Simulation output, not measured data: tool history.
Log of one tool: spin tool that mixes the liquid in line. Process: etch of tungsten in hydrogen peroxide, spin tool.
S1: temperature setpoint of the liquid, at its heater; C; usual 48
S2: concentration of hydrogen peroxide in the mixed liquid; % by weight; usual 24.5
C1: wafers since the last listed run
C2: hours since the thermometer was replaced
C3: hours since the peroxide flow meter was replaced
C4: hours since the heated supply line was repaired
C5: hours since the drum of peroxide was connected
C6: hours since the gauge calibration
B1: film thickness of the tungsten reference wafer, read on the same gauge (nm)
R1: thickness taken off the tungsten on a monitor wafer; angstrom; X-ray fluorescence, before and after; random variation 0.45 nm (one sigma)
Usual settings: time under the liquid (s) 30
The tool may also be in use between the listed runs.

{"run": 1, "day": 0.0, "S1": 48, "S2": 24.5, "time under the liquid (s)": 20, "C1": 0, "C2": 577.9, "C3": 1808.6, "C4": 0.7, "C5": 267.5, "C6": 515.2, "B1": 59.97, "R1": 364.3}
{"run": 2, "day": 0.638, "S1": 48, "S2": 24.5, "time under the liquid (s)": 30, "C1": 222, "C2": 593.2, "C3": 1823.9, "C4": 16, "C5": 282.8, "C6": 530.5, "B1": 60, "R1": 553.1}
{"run": 3, "day": 1.246, "S1": 48, "S2": 24.5, "time under the liquid (s)": 30, "C1": 212, "C2": 607.8, "C3": 1838.5, "C4": 30.6, "C5": 297.4, "C6": 545.1, "B1": 60.04, "R1": 545.7}
{"run": 4, "day": 1.808, "S1": 48, "S2": 24.5, "time under the liquid (s)": 30, "C1": 196, "C2": 621.3, "C3": 1852, "C4": 44.1, "C5": 310.9, "C6": 558.6, "B1": 59.99, "R1": 541.9}
{"run": 5, "day": 2.121, "S1": 48, "S2": 24.5, "time under the liquid (s)": 15, "C1": 109, "C2": 628.8, "C3": 1859.5, "C4": 51.6, "C5": 318.4, "C6": 566.1, "B1": 59.99, "R1": 275.3}
{"run": 6, "day": 3.708, "S1": 48, "S2": 30, "time under the liquid (s)": 15, "C1": 554, "C2": 666.9, "C3": 1897.6, "C4": 89.7, "C5": 356.5, "C6": 604.2, "B1": 60.04, "R1": 303.9}
{"day": 3.871, "done": "gauge calibrated"}
{"day": 3.992, "done": "peroxide flow meter replaced"}
{"day": 4.029, "done": "thermometer replaced"}
{"day": 4.346, "done": "new drum of peroxide connected"}
{"run": 7, "day": 4.367, "S1": 40.5, "S2": 21, "time under the liquid (s)": 20, "C1": 188, "C2": 8.1, "C3": 9, "C4": 105.5, "C5": 0.5, "C6": 11.9, "B1": 59.98, "R1": 227.3}
{"run": 8, "day": 4.796, "S1": 54.5, "S2": 17, "time under the liquid (s)": 40, "C1": 149, "C2": 18.4, "C3": 19.3, "C4": 115.8, "C5": 10.8, "C6": 22.2, "B1": 60.01, "R1": 953.5}
{"run": 9, "day": 5.396, "S1": 40, "S2": 24.5, "time under the liquid (s)": 30, "C1": 209, "C2": 32.8, "C3": 33.7, "C4": 130.2, "C5": 25.2, "C6": 36.6, "B1": 60, "R1": 357.7}
{"run": 10, "day": 6.012, "S1": 39, "S2": 30, "time under the liquid (s)": 30, "C1": 215, "C2": 47.6, "C3": 48.5, "C4": 145, "C5": 40, "C6": 51.4, "B1": 60.04, "R1": 364.4}
{"run": 11, "day": 6.883, "S1": 41.5, "S2": 22, "time under the liquid (s)": 15, "C1": 304, "C2": 68.5, "C3": 69.4, "C4": 165.9, "C5": 60.9, "C6": 72.3, "B1": 60.01, "R1": 188.7}
{"run": 12, "day": 7.308, "S1": 42.5, "S2": 20, "time under the liquid (s)": 45, "C1": 148, "C2": 78.7, "C3": 79.6, "C4": 176.1, "C5": 71.1, "C6": 82.5, "B1": 60.01, "R1": 572.3}
{"run": 13, "day": 7.742, "S1": 48, "S2": 24.5, "time under the liquid (s)": 30, "C1": 151, "C2": 89.1, "C3": 90, "C4": 186.5, "C5": 81.5, "C6": 92.9, "B1": 60.04, "R1": 602.6}
{"run": 14, "day": 8.392, "S1": 48, "S2": 24.5, "time under the liquid (s)": 30, "C1": 227, "C2": 104.7, "C3": 105.6, "C4": 202.1, "C5": 97.1, "C6": 108.5, "B1": 59.99, "R1": 598}
{"day": 8.679, "done": "thermometer replaced, repeated, since the last time left the tool worse"}
{"run": 15, "day": 8.7, "S1": 48, "S2": 30, "time under the liquid (s)": 30, "C1": 93, "C2": 0.5, "C3": 113, "C4": 209.5, "C5": 104.5, "C6": 115.9, "B1": 59.97, "R1": 550.5}
{"run": 16, "day": 9.146, "S1": 40.5, "S2": 17.5, "time under the liquid (s)": 20, "C1": 155, "C2": 11.2, "C3": 123.7, "C4": 220.2, "C5": 115.2, "C6": 126.6, "B1": 59.95, "R1": 174.4}
{"run": 17, "day": 9.792, "S1": 48, "S2": 30, "time under the liquid (s)": 40, "C1": 225, "C2": 26.7, "C3": 139.2, "C4": 235.7, "C5": 130.7, "C6": 142.1, "B1": 60.01, "R1": 736.2}
{"run": 18, "day": 10.338, "S1": 50.5, "S2": 24.5, "time under the liquid (s)": 30, "C1": 190, "C2": 39.8, "C3": 152.3, "C4": 248.8, "C5": 143.8, "C6": 155.2, "B1": 60, "R1": 579.8}
{"run": 19, "day": 10.917, "S1": 48, "S2": 18, "time under the liquid (s)": 30, "C1": 202, "C2": 53.7, "C3": 166.2, "C4": 262.7, "C5": 157.7, "C6": 169.1, "B1": 60.02, "R1": 426.5}
{"run": 20, "day": 11.579, "S1": 54.5, "S2": 24.5, "time under the liquid (s)": 20, "C1": 231, "C2": 69.6, "C3": 182.1, "C4": 278.6, "C5": 173.6, "C6": 185, "B1": 59.97, "R1": 496.4}
{"run": 21, "day": 12.062, "S1": 50.5, "S2": 24.5, "time under the liquid (s)": 30, "C1": 168, "C2": 81.2, "C3": 193.7, "C4": 290.2, "C5": 185.2, "C6": 196.6, "B1": 59.97, "R1": 582.4}
{"run": 22, "day": 12.571, "S1": 42, "S2": 22, "time under the liquid (s)": 15, "C1": 177, "C2": 93.4, "C3": 205.9, "C4": 302.4, "C5": 197.4, "C6": 208.8, "B1": 60.02, "R1": 163.4}
{"run": 23, "day": 12.996, "S1": 48, "S2": 27.5, "time under the liquid (s)": 30, "C1": 148, "C2": 103.6, "C3": 216.1, "C4": 312.6, "C5": 207.6, "C6": 219, "B1": 60.01, "R1": 536.6}
{"run": 24, "day": 13.475, "S1": 50.5, "S2": 24.5, "time under the liquid (s)": 35, "C1": 167, "C2": 115.1, "C3": 227.6, "C4": 324.1, "C5": 219.1, "C6": 230.5, "B1": 59.99, "R1": 688.2}
{"run": 25, "day": 14.042, "S1": 50.5, "S2": 30, "time under the liquid (s)": 30, "C1": 198, "C2": 128.7, "C3": 241.2, "C4": 337.7, "C5": 232.7, "C6": 244.1, "B1": 59.99, "R1": 664.5}

Some steps in R1 between neighbouring runs. How much of each would the tool show without its hidden state too (settings, what came in, random variation), and how much is left for the hidden state, with any gauge scatter that isn't in both results?
The hidden state here: liquid hotter than its thermometer reads (K); peroxide flow below the setpoint (%); temperature lost on the way to the wafer (K); peroxide weaker than its label (%); gauge reads high (%).
Run 7 -> 8: S1 40.5 -> 54.5, S2 21 -> 17, time under the liquid (s) 20 -> 40. R1 +726.2 angstrom: hidden state +115.7, all else +610.5.
Run 8 -> 9: S1 54.5 -> 40, S2 17 -> 24.5, time under the liquid (s) 40 -> 30. R1 -595.8 angstrom: hidden state -91.4, all else -504.4.
Run 14 -> 15: S2 24.5 -> 30, thermometer replaced, repeated, since the last time left the tool worse. R1 -47.5 angstrom: hidden state -99.2, all else +51.7.

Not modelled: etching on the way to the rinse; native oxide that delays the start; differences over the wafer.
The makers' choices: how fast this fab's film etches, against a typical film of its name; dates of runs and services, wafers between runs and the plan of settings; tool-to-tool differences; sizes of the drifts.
